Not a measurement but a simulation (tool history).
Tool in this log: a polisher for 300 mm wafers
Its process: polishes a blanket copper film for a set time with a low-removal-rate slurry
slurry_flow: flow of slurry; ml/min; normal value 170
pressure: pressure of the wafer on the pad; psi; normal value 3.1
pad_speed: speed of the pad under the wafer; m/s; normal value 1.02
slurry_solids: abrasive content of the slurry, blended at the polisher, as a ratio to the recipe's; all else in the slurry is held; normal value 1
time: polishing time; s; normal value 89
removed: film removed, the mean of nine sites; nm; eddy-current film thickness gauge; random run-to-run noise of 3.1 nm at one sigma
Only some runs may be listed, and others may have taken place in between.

run   hour  slurry_flow  pressure  pad_speed  slurry_solids  time  wafers since the last listed run  wafers polished on this pad  hours since the slurry nozzle was cleaned  hours since the head pressure was calibrated  hours since the slurry blender was calibrated  incoming thickness of the incoming film, nm  removed
  1      0          170       3.1       1.02              1    89                                 0                         1253                                      369.8                                        1132.1                                          418.3                                       1560.2    264.3
         6  -- worn pad replaced by a new one
  2   15.4          170       3.1       1.02              1    89                                83                           68                                      385.2                                        1147.5                                          433.7                                       1539.7      271
  3     33          170       2.4       1.02              1    89                               128                          196                                      402.8                                        1165.1                                          451.3                                       1563.7    205.5
      41.2  -- slurry blender recalibrated
  4   63.3          170       3.1       1.02              1    89                               206                          402                                      433.1                                        1195.4                                           22.1                                       1536.4    270.5
  5   86.5          170       3.1       1.02              1    89                               169                          571                                      456.3                                        1218.6                                           45.3                                       1564.7    264.1
     159.5  -- worn pad replaced by a new one
  6  173.2          170       3.1       1.02              1    89                               602                           99                                        543                                        1305.3                                            132                                       1515.1    266.1
  7  207.3          170       3.1       1.02              1    89                               248                          347                                      577.1                                        1339.4                                          166.1                                       1522.5    265.6
  8  219.7          170       3.1       1.02              1    89                                90                          438                                      589.5                                        1351.8                                          178.5                                       1524.1    270.4
     247.6  -- head pressure recalibrated
  9    252          170       3.1       1.02           0.85    89                               220                          659                                      621.8                                           4.4                                          210.8                                       1515.3    276.7
 10  282.2          170       3.1       1.02           0.85    89                               220                          879                                        652                                          34.6                                            241                                       1580.1    277.4
 11  304.2          170       3.1       1.02           0.85    89                               160                         1039                                        674                                          56.6                                            263                                       1539.6      277
     338.9  -- worn pad replaced by a new one
 12  339.4          170       3.1       1.02              1    89                               227                            3                                      709.2                                          91.8                                          298.2                                       1561.6    294.6
     350.5  -- slurry nozzle cleaned
 13  364.1          170         4       1.02              1    63                               172                          176                                       13.6                                         116.5                                          322.9                                       1533.7      271
 14  396.8          170       3.1       1.02            0.8    65                               238                          414                                       46.3                                         149.2                                          355.6                                       1555.4    204.4
 15    416          170       3.1       1.02            0.8    89                               139                          554                                       65.5                                         168.4                                          374.8                                       1550.5    279.1
 16    428          170       3.1       1.02              1    89                                87                          642                                       77.5                                         180.4                                          386.8                                       1545.4    292.1
       433  -- head pressure recalibrated, repeated, since the last time left the tool worse
 17  463.6          195       3.1       1.14              1   118                               244                          886                                      113.1                                          30.6                                          422.4                                       1524.1    382.9
 18  494.4          170       3.1       1.02              1    80                               224                         1111                                      143.9                                          61.4                                          453.2                                       1547.8    226.7
     511.2  -- worn pad replaced by a new one
     519.3  -- slurry blender recalibrated
 19  530.1          170       3.1       1.02              1    89                               216                          123                                      179.6                                          97.1                                           10.8                                         1562      248
 20  554.9          170       3.1       1.02            0.8    65                               180                          304                                      204.4                                         121.9                                           35.6                                       1575.2    176.2
 21  580.4          200       2.3       1.36            1.2    89                               185                          489                                      229.9                                         147.4                                           61.1                                       1517.4    267.2
 22  602.4          170       3.1       1.02              1    89                               160                          650                                      251.9                                         169.4                                           83.1                                       1530.9    248.8
 23  629.2          170       3.1       1.02           0.85    89                               195                          845                                      278.7                                         196.2                                          109.9                                       1576.2      242
 24  661.8          210       2.6       1.02            0.9   105                               237                         1083                                      311.3                                         228.8                                          142.5                                       1558.6    246.4
     678.6  -- worn pad replaced by a new one
 25  679.1          170       3.1       0.74           0.75    89                                96                            3                                      328.6                                         246.1                                          159.8                                       1556.3    171.5
 26  711.9          170       3.1       1.02              1    89                               238                          242                                      361.4                                         278.9                                          192.6                                       1542.6    255.5
 27  740.6          170       3.5       1.02              1    75                               209                          451                                      390.1                                         307.6                                          221.3                                       1568.7    241.7
 28    764          170       3.1       1.02              1    89                               170                          622                                      413.5                                           331                                          244.7                                       1537.4    253.7
 29  787.7          170       3.1       1.02            0.8   106                               172                          794                                      437.2                                         354.7                                          268.4                                       1528.2    285.5

What if the next run were any one of these 5? Each begins from the tool's condition after run 29:
  A  788.2          170       3.1       1.02              1    89                                 3                          798                                      437.7                                         355.2                                          268.9                                       1560.1        ?
  B  788.2          225       3.5       1.02              1    89                                 3                          798                                      437.7                                         355.2                                          268.9                                       1560.1        ?
  C  788.2          115       3.8       1.02           0.75   113                                 3                          798                                      437.7                                         355.2                                          268.9                                       1560.1        ?
  D  788.2          170       3.1       0.68              1    89                                 3                          798                                      437.7                                         355.2                                          268.9                                       1560.1        ?
  E  788.2          170       3.1       0.66           0.85    89                                 3                          798                                      437.7                                         355.2                                          268.9                                       1560.1        ?

run  removed
  A    254.5
  B    297.2
  C    348.6
  D    169.7
  E    158.4
Without the tool's hidden state the same runs would have given:
run  removed
  A    252.1
  B    294.4
  C    345.3
  D    168.1
  E    156.9

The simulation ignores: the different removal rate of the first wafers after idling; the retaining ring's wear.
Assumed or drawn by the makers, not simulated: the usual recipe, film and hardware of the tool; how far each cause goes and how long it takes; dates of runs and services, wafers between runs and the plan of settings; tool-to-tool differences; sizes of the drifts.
